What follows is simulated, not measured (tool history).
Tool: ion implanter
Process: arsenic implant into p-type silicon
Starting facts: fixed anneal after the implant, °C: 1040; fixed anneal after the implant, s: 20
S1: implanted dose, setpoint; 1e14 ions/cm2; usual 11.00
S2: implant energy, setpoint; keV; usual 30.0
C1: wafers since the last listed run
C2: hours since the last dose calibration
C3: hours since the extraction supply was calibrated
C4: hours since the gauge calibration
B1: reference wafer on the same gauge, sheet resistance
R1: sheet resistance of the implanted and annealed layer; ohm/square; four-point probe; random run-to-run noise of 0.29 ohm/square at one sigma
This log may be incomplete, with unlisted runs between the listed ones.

run,hour,S1,S2,C1,C2,C3,C4,B1,R1
1,0.0,11.00,30.0,0,1785.2,5526.1,563.9,100.07,113.48
2,21.7,11.00,30.0,415,1806.9,5547.8,585.6,99.97,113.49
3,34.9,11.00,30.0,252,1820.1,5561.0,598.8,99.98,113.94
4,57.8,11.00,34.0,438,1843.0,5583.9,621.7,100.03,111.80
5,81.3,11.00,34.0,449,1866.5,5607.4,645.2,100.03,111.52
6,100.2,12.55,30.0,361,1885.4,5626.3,664.1,99.97,105.78
7,126.8,11.00,30.0,509,1912.0,5652.9,690.7,100.01,113.96
8,159.7,11.00,30.0,629,1944.9,5685.8,723.6,99.95,114.47
9,195.2,11.00,30.0,679,1980.4,5721.3,759.1,99.96,113.67
10,289.2,11.00,30.0,1799,2074.4,5815.3,853.1,100.02,113.89
11,323.8,11.00,30.0,662,2109.0,5849.9,887.7,100.05,113.79
# hour 340.8: Faraday cup replaced and dose calibrated
12,346.7,11.00,30.0,285,5.9,5872.8,910.6,99.98,117.25
13,374.1,11.00,36.5,524,33.3,5900.2,938.0,99.95,112.71
14,387.6,8.74,20.5,258,46.8,5913.7,951.5,100.00,143.49
# hour 449.1: gauge calibrated
15,495.4,13.63,37.0,2063,154.6,6021.5,46.3,100.00,97.73
16,528.4,9.06,27.0,631,187.6,6054.5,79.3,99.98,133.75
# hour 557.0: extraction supply calibrated
17,557.5,11.00,24.0,403,216.7,0.5,108.4,99.99,120.19

Run 18 comes next. What will it give?
18,575.7,11.00,30.0,348,234.9,18.7,126.6,?,?

{"run 18": {"B1": 99.98, "R1": 116.05}}
The same run, on a tool lacking any hidden state, would have yielded R1 117.61 ohm/square.

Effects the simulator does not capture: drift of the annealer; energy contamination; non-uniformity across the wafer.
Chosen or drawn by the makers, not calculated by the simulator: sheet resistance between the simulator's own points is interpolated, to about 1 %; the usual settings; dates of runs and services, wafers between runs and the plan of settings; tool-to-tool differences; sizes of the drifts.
